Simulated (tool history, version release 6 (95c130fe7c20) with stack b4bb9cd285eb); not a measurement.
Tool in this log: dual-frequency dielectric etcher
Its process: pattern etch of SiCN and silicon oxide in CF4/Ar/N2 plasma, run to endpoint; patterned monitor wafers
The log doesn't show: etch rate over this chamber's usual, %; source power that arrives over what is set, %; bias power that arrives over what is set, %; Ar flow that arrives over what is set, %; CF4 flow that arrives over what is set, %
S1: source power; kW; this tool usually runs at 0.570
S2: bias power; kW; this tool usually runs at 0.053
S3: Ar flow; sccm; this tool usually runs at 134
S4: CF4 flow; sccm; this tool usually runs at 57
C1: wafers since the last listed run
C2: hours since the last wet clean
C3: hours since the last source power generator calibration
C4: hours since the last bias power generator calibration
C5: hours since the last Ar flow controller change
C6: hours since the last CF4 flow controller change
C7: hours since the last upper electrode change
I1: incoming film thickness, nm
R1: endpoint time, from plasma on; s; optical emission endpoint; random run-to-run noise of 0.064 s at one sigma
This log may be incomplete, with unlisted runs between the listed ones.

run,hour,S1,S2,S3,S4,C1,C2,C3,C4,C5,C6,C7,I1,R1
1,0.0,0.570,0.045,134,57,0,431.4,2290.0,1093.4,3918.2,4771.3,46.8,11.83,14.2
# hour 70.9: Ar flow controller replaced
2,105.0,0.570,0.045,134,57,1889,536.4,2395.0,1198.4,34.1,4876.3,151.8,11.93,14.3
3,171.0,0.570,0.053,134,57,1259,602.4,2461.0,1264.4,100.1,4942.3,217.8,11.91,13.6
# hour 292.9: wet clean of the chamber
4,486.8,0.570,0.053,134,57,5569,193.9,2776.8,1580.2,415.9,5258.1,533.6,12.00,13.7
5,560.5,0.570,0.053,134,57,1406,267.6,2850.5,1653.9,489.6,5331.8,607.3,11.94,13.8
6,655.4,0.570,0.053,134,64,1811,362.5,2945.4,1748.8,584.5,5426.7,702.2,11.81,13.3
# hour 682.8: CF4 flow controller replaced
# hour 736.6: source power generator calibrated
7,858.5,0.570,0.053,134,57,3685,565.6,121.9,1951.9,787.6,175.7,905.3,11.94,13.7
# hour 930.1: wet clean of the chamber
8,962.0,0.470,0.053,155,57,1517,31.9,225.4,2055.4,891.1,279.2,1008.8,11.76,16.1
9,1003.5,0.570,0.053,153,49,792,73.4,266.9,2096.9,932.6,320.7,1050.3,11.96,14.3
10,1054.8,0.470,0.064,108,68,979,124.7,318.2,2148.2,983.9,372.0,1101.6,11.92,14.1
11,1092.9,0.480,0.057,124,66,727,162.8,356.3,2186.3,1022.0,410.1,1139.7,11.89,14.8
12,1136.3,0.530,0.063,148,51,828,206.2,399.7,2229.7,1065.4,453.5,1183.1,11.96,14.3
13,1219.6,0.490,0.053,134,57,1589,289.5,483.0,2313.0,1148.7,536.8,1266.4,12.02,15.6
14,1277.2,0.570,0.053,134,65,1099,347.1,540.6,2370.6,1206.3,594.4,1324.0,11.89,13.4
15,1348.5,0.570,0.053,134,57,1360,418.4,611.9,2441.9,1277.6,665.7,1395.3,11.92,13.8
16,1446.9,0.510,0.046,163,57,1878,516.8,710.3,2540.3,1376.0,764.1,1493.7,11.81,16.0
# hour 1515.8: bias power generator calibrated
# hour 1605.5: wet clean of the chamber
17,1710.9,0.530,0.063,148,51,4504,105.4,974.3,195.1,1640.0,1028.1,1757.7,11.93,14.0
18,1789.2,0.570,0.053,134,57,1494,183.7,1052.6,273.4,1718.3,1106.4,1836.0,11.81,13.5
19,1858.8,0.570,0.053,157,70,1328,253.3,1122.2,343.0,1787.9,1176.0,1905.6,11.95,13.6
20,1966.4,0.570,0.053,134,49,2053,360.9,1229.8,450.6,1895.5,1283.6,2013.2,11.92,13.7
21,2026.7,0.570,0.053,134,57,1150,421.2,1290.1,510.9,1955.8,1343.9,2073.5,11.94,13.5
22,2087.3,0.570,0.053,134,57,1156,481.8,1350.7,571.5,2016.4,1404.5,2134.1,11.72,13.2
23,2175.3,0.700,0.053,134,57,1679,569.8,1438.7,659.5,2104.4,1492.5,2222.1,11.88,11.6

Each row is a separate what-if for the run after 23, all from the same tool condition, not one after another. Results?
A,2175.7,0.570,0.062,134,57,7,570.2,1439.1,659.9,2104.8,1492.9,2222.5,11.88,?
B,2175.7,0.530,0.061,154,62,7,570.2,1439.1,659.9,2104.8,1492.9,2222.5,11.88,?
C,2175.7,0.510,0.053,134,45,7,570.2,1439.1,659.9,2104.8,1492.9,2222.5,11.88,?
D,2175.7,0.660,0.053,134,43,7,570.2,1439.1,659.9,2104.8,1492.9,2222.5,11.88,?
E,2175.7,0.460,0.058,164,61,7,570.2,1439.1,659.9,2104.8,1492.9,2222.5,11.88,?

run,R1
A,13.0
B,14.0
C,15.3
D,12.6
E,16.0
Without the tool's unlogged condition, the same runs would have read:
run,R1
A,13.0
B,13.9
C,15.2
D,12.6
E,15.9
